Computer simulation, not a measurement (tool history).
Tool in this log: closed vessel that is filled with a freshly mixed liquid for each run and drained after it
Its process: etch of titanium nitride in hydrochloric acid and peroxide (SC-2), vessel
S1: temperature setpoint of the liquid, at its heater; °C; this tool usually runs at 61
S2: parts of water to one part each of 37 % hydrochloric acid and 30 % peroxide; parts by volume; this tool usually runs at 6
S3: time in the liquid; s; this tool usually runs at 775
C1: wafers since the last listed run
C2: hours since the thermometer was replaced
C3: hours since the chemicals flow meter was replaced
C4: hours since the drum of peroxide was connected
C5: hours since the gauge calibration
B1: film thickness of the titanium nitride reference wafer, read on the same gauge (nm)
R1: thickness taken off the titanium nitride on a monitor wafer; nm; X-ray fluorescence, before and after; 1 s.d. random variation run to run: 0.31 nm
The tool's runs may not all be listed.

run 1 day=0 | S1=56.5 S2=6 S3=775 | C1=0 C2=2879.2 C3=908.4 C4=1050.6 C5=148.8 | B1=100.01 | R1=36.22
run 2 day=0.558 | S1=56.5 S2=6 S3=775 | C1=798 C2=2892.6 C3=921.8 C4=1064 C5=162.2 | B1=99.99 | R1=36.67
run 3 day=1.496 | S1=61 S2=6 S3=775 | C1=1340 C2=2915.1 C3=944.3 C4=1086.5 C5=184.7 | B1=100.05 | R1=48.58
run 4 day=2.15 | S1=68 S2=6 S3=775 | C1=935 C2=2930.8 C3=960 C4=1102.2 C5=200.4 | B1=99.99 | R1=74.42
run 5 day=3.512 | S1=68 S2=6 S3=775 | C1=1947 C2=2963.5 C3=992.7 C4=1134.9 C5=233.1 | B1=100 | R1=74.28
run 6 day=4.371 | S1=61 S2=6 S3=775 | C1=1227 C2=2984.1 C3=1013.3 C4=1155.5 C5=253.7 | B1=99.95 | R1=48.12
run 7 day=6.346 | S1=61 S2=6 S3=775 | C1=2823 C2=3031.5 C3=1060.7 C4=1202.9 C5=301.1 | B1=100.01 | R1=48.64
run 8 day=7.283 | S1=61 S2=6 S3=775 | C1=1340 C2=3054 C3=1083.2 C4=1225.4 C5=323.6 | B1=99.99 | R1=48.1
run 9 day=8.325 | S1=61 S2=6 S3=405 | C1=1489 C2=3079 C3=1108.2 C4=1250.4 C5=348.6 | B1=100.02 | R1=25.78
run 10 day=9.312 | S1=61 S2=6 S3=775 | C1=1411 C2=3102.7 C3=1131.9 C4=1274.1 C5=372.3 | B1=99.97 | R1=49.07
run 11 day=10.362 | S1=55.5 S2=6 S3=1045 | C1=1501 C2=3127.9 C3=1157.1 C4=1299.3 C5=397.5 | B1=100.01 | R1=46.91
-- day=10.712 chemicals flow meter replaced
run 12 day=11.404 | S1=68 S2=6 S3=1120 | C1=1429 C2=3152.9 C3=16.6 C4=1324.3 C5=422.5 | B1=100.03 | R1=106.55
run 13 day=12.333 | S1=61 S2=7.5 S3=380 | C1=1328 C2=3175.2 C3=38.9 C4=1346.6 C5=444.8 | B1=100.01 | R1=20.19
-- day=13.742 new drum of peroxide connected
run 14 day=16.475 | S1=61 S2=6 S3=775 | C1=5861 C2=3274.6 C3=138.3 C4=65.6 C5=544.2 | B1=99.99 | R1=49.55
run 15 day=17.529 | S1=61 S2=6 S3=775 | C1=1506 C2=3299.9 C3=163.6 C4=90.9 C5=569.5 | B1=100 | R1=48.14
run 16 day=18.075 | S1=55.5 S2=4.5 S3=545 | C1=780 C2=3313 C3=176.7 C4=104 C5=582.6 | B1=100.02 | R1=30.36
run 17 day=19.3 | S1=61 S2=6 S3=775 | C1=1751 C2=3342.4 C3=206.1 C4=133.4 C5=612 | B1=100.01 | R1=48.72
-- day=19.642 thermometer replaced
-- day=19.962 gauge calibrated
run 18 day=20.604 | S1=61 S2=5 S3=775 | C1=1804 C2=23.1 C3=237.4 C4=164.7 C5=15.4 | B1=100.05 | R1=60.23
run 19 day=23.708 | S1=61 S2=6 S3=775 | C1=4437 C2=97.6 C3=311.9 C4=239.2 C5=89.9 | B1=99.96 | R1=53.09
-- day=24.967 thermometer replaced, repeated, since the last time left the tool worse
run 20 day=25.058 | S1=61 S2=6 S3=775 | C1=1870 C2=2.2 C3=344.3 C4=271.6 C5=122.3 | B1=100.02 | R1=43.59

The next listed run, before its measurement:
run 21 day=25.646 | S1=53 S2=7 S3=1140 | C1=839 C2=16.3 C3=358.4 C4=285.7 C5=136.4 | B1=? | R1=?

Run 21 produced B1 99.99, R1 34.71 nm.
Take away the tool's hidden state, keep the run-to-run variation as it was, and the same run would have given R1 34.44 nm.

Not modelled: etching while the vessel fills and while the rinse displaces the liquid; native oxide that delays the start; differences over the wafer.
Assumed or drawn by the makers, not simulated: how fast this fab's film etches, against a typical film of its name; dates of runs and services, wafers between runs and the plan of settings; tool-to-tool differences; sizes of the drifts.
